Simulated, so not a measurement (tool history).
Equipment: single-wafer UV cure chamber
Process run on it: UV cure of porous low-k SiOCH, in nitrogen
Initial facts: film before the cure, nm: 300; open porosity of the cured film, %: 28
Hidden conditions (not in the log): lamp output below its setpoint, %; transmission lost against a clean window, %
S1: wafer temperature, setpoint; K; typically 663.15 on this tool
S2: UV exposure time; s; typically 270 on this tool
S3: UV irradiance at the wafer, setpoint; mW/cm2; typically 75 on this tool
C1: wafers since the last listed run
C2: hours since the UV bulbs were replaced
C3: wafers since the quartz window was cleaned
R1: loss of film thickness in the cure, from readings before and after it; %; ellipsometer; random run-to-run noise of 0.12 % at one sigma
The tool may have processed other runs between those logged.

run,hour,S1,S2,S3,C1,C2,C3,R1
1,0,663.15,270,75,0,552.1,1480,13.367
2,29.9,663.15,270,75,202,582,1682,13.509
3,58.6,663.15,270,75,194,610.7,1877,13.51
4,108.5,663.15,270,75,338,660.6,2216,13.331
5,151.7,663.15,270,75,293,703.8,2509,13.119
# hour 212.6: quartz window cleaned
6,214.4,663.15,270,75,371,766.5,12,14.338
7,253.4,657.15,270,55,264,805.5,276,12.103
8,302.9,657.15,270,55,335,855,612,12.048
9,367.5,663.15,350,45,438,919.6,1050,12.15
10,416.1,663.15,270,75,329,968.2,1380,13.393
11,469.3,663.15,270,75,360,1021.4,1741,13.451
12,517.4,663.15,270,75,326,1069.5,2067,13.35
13,576.6,667.15,140,75,401,1128.7,2469,9.878
14,601.5,667.15,140,75,168,1153.6,2638,9.951
# hour 661.2: quartz window cleaned
15,673.3,667.15,140,75,432,1225.4,81,10.758
16,742.7,663.15,270,75,470,1294.8,552,13.957
17,810.3,663.15,270,75,458,1362.4,1011,13.546
18,874.4,677.15,270,75,434,1426.5,1446,13.684
19,916.8,677.15,270,75,287,1468.9,1733,13.638
20,980.6,677.15,270,75,432,1532.7,2166,13.517
21,1008.5,663.15,380,75,189,1560.6,2355,15.289
22,1073.6,663.15,380,75,441,1625.7,2797,15.081
# hour 1113: UV bulbs replaced
23,1116.3,663.15,380,75,235,3.3,3033,15.305
# hour 1160.5: quartz window cleaned
24,1161,663.15,270,92,248,48,3,15.195
25,1210.8,667.15,140,75,337,97.8,341,10.355
26,1280.3,663.15,270,75,471,167.3,813,13.671
27,1325.5,663.15,160,75,306,212.5,1119,10.817
28,1360.7,669.15,400,55,238,247.7,1358,14.073
29,1395.9,652.15,410,75,238,282.9,1597,15.479
30,1423.9,663.15,270,59,189,310.9,1787,11.851
31,1476.2,651.15,420,98,354,363.2,2142,16.792
32,1514.6,663.15,380,75,260,401.6,2402,15.104
33,1560.5,676.15,270,75,311,447.5,2714,13.4
# hour 1571.7: quartz window cleaned
34,1620.4,649.15,270,51,352,507.4,330,11.573
35,1651.6,663.15,270,75,211,538.6,542,13.755
36,1720.1,654.15,370,95,464,607.1,1007,16.449
37,1759.7,645.15,405,55,268,646.7,1275,13.771
38,1811.5,663.15,185,75,351,698.5,1627,11.297
39,1865.3,663.15,270,75,365,752.3,1992,13.244
40,1902.1,672.15,320,100,249,789.1,2241,15.95
41,1958.3,663.15,220,101,381,845.3,2623,13.694
42,1986.3,663.15,270,75,189,873.3,2813,13.295
# hour 1995.7: quartz window cleaned
43,2023.4,669.15,315,75,197,910.4,188,14.797
44,2076.5,663.15,270,75,360,963.5,548,13.816
45,2110.2,663.15,270,75,228,997.2,776,13.534
46,2159.5,663.15,270,75,334,1046.5,1111,13.598
47,2232.9,676.15,395,97,497,1119.9,1609,17.309

Each row is a separate what-if for the run after 47, all from the same tool condition, not one after another. Results?
A,2233.4,663.15,270,40,3,1120.4,1612,?
B,2233.4,650.15,210,75,3,1120.4,1612,?
C,2233.4,647.15,270,75,3,1120.4,1612,?
D,2233.4,653.15,155,98,3,1120.4,1612,?
E,2233.4,663.15,165,75,3,1120.4,1612,?

run,R1
A,10.071
B,11.769
C,13.046
D,11.643
E,10.777
With the hidden condition removed and each run's random variation left untouched, the same runs would have given:
run,R1
A,10.884
B,12.603
C,13.896
D,12.475
E,11.599
